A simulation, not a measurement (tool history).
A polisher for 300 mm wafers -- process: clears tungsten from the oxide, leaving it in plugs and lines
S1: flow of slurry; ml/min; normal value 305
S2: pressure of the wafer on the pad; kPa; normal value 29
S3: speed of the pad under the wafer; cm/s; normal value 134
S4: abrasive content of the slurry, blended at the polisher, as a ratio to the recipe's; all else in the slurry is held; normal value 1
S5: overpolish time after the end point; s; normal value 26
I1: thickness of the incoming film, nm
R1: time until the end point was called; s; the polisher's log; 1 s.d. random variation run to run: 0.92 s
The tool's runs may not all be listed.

run   hour   S1    S2   S3    S4  S5     I1     R1
  1      0  305    29  162   1.2  26  491.7   56.2
      18.4  -- worn pad replaced by a new one
  2   27.5  235    29  134     1  26  493.6     80
      58.4  -- slurry tank refilled with fresh slurry and peroxide
      62.4  -- slurry blender recalibrated
  3  110.7  235    29  134     1  26  485.9   72.6
  4  124.8  235    29  134     1  26  482.4   72.4
  5  147.1  305    29  134     1  26  496.2   72.4
  6  168.9  305    29  134     1  26  487.1   73.8
     184.4  -- worn pad replaced by a new one
  7  184.9  305    29  134     1  26    492   77.4
     193.5  -- slurry blender recalibrated
       216  -- slurry tank refilled with fresh slurry and peroxide
  8  216.8  305    29  134     1  26  479.7   64.2
  9  249.2  305    29  134     1  26  491.5   68.2
 10  262.8  305    29  134     1  26  489.8     69
 11  278.3  305    29  134     1  26  485.1   69.8
 12  291.1  305    29  116     1  37  493.6   81.2
 13  324.8  235    29  134     1  26  493.5   79.5
     344.3  -- slurry blender recalibrated
     345.1  -- worn pad replaced by a new one
 14  345.6  305  20.7  110   1.2  12  491.4   94.4
 15  363.4  305    29  134     1  26  496.2   68.6
     365.3  -- slurry nozzle cleaned
     376.3  -- slurry tank refilled with fresh slurry and peroxide
     381.2  -- head pressure recalibrated
 16  385.3  270    29  134   1.2  34  494.6   67.9
 17  420.6  345    20  134     1  26  489.4   91.8
 18  441.5  270    29  134     1  26    483   73.5
 19    475  305  33.1  102   0.9  36  484.3   94.3
 20  489.5  305  34.5   90  0.75  26  486.7  126.2

What will run 21 give?
     491.7  -- slurry blender recalibrated
     502.8  -- slurry tank refilled with fresh slurry and peroxide
      506  -- worn pad replaced by a new one
 21   521  305  29  134   1  26  492.9   ?

R1: 68.1 s
Take away the tool's hidden state, keep the run-to-run variation as it was, and the same run would have given R1 67.2 s.
